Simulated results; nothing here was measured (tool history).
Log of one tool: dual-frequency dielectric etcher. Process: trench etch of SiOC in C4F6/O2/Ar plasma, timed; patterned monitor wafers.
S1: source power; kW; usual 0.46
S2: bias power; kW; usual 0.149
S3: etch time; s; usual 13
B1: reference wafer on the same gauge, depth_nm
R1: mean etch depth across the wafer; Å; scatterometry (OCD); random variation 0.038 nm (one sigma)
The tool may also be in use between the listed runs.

| run | hour | S1 | S2 | S3 | B1 | R1 |
|---|---|---|---|---|---|---|
| 1 | 0 | 0.46 | 0.149 | 13 | 22.8 | 248.7 |
| 2 | 9.4 | 0.46 | 0.149 | 13 | 22.8 | 248.8 |
| 3 | 27.2 | 0.46 | 0.149 | 13 | 22.81 | 249.3 |
| 4 | 68.8 | 0.46 | 0.149 | 13 | 22.8 | 255.3 |
| 5 | 69.2 | 0.46 | 0.149 | 13 | 22.8 | 255.3 |
| 6 | 69.5 | 0.46 | 0.131 | 13 | 22.8 | 247 |
| 7 | 69.8 | 0.51 | 0.149 | 13 | 22.81 | 264.7 |
| 8 | 76.7 | 0.37 | 0.139 | 15 | 22.8 | 269.4 |
| 9 | 84.9 | 0.46 | 0.149 | 9 | 22.8 | 176.9 |
| 10 | 97.5 | 0.36 | 0.149 | 14.5 | 22.8 | 261.8 |
| 11 | 115.3 | 0.46 | 0.149 | 13 | 22.8 | 254.7 |
| 12 | 132 | 0.41 | 0.178 | 16.5 | 22.8 | 323 |
| 13 | 141.9 | 0.57 | 0.159 | 13 | 22.8 | 278.1 |
| 14 | 148.2 | 0.51 | 0.18 | 11.5 | 22.8 | 243.4 |
| 15 | 165.1 | 0.46 | 0.149 | 13 | 22.81 | 253.1 |

Not shown: 6 entries that the log had between the listed runs. Between which runs, and how does the tool's hidden state differ before and after?
Between runs 3 and 4: upper electrode replaced (hour 53.4); gauge calibrated (hour 58.3); wet clean of the chamber (hour 68.3)
  etch rate over this chamber's usual, %: -2.55 -> 0.00261
  measured less the result without the state, R1: -6.5 -> +0 Å
Between runs 7 and 8: source power generator calibrated (hour 76.2)
  etch rate over this chamber's usual, %: -0.00293 -> -0.0411
  measured less the result without the state, R1: +0 -> -0.1 Å
Between runs 10 and 11: bias power generator calibrated (hour 112.5)
  etch rate over this chamber's usual, %: -0.156 -> -0.255
  measured less the result without the state, R1: -0.4 -> -0.7 Å
Between runs 12 and 13: gauge calibrated (hour 139.2)
  etch rate over this chamber's usual, %: -0.347 -> -0.402
  measured less the result without the state, R1: -1.1 -> -1.2 Å
